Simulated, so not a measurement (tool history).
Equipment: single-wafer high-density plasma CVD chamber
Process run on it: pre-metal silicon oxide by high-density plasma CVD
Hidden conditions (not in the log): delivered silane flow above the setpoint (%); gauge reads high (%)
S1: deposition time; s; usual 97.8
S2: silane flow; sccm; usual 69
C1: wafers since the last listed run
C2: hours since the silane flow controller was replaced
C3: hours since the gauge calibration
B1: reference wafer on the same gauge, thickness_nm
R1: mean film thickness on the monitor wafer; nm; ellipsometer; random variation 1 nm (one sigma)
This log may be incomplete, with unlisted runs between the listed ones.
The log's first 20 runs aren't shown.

run,hour,S1,S2,C1,C2,C3,B1,R1
21,281.8,97.8,69,102,119.3,78.2,638.017,687.130
22,290.2,79.9,78,81,127.7,86.6,638.245,624.955
23,299.2,92.9,69,86,136.7,95.6,638.416,655.680
24,314.3,114.9,69,145,151.8,110.7,638.466,811.048
25,331.0,105.8,69,161,168.5,127.4,639.315,747.998
26,345.4,89.9,55,139,182.9,141.8,639.052,527.008
27,351.5,108.9,65,58,189.0,147.9,639.364,730.865
28,367.1,82.8,80,150,204.6,163.5,639.506,660.851
29,383.0,88.6,81,153,220.5,179.4,639.731,718.652
30,391.6,97.8,69,83,229.1,188.0,639.582,691.942

4 ways to go on from here, each from the tool as it stands after run 30. What would each give?
A,392.0,97.8,69,3,229.5,188.4,?,?
B,392.0,97.8,77,3,229.5,188.4,?,?
C,392.0,86.5,72,3,229.5,188.4,?,?
D,392.0,97.8,76,3,229.5,188.4,?,?

run,B1,R1
A,639.674,693.123
B,639.674,760.363
C,639.674,635.340
D,639.674,751.958
What these runs would have given with no unlogged condition in the tool:
run,R1
A,687.037
B,753.686
C,629.761
D,745.355

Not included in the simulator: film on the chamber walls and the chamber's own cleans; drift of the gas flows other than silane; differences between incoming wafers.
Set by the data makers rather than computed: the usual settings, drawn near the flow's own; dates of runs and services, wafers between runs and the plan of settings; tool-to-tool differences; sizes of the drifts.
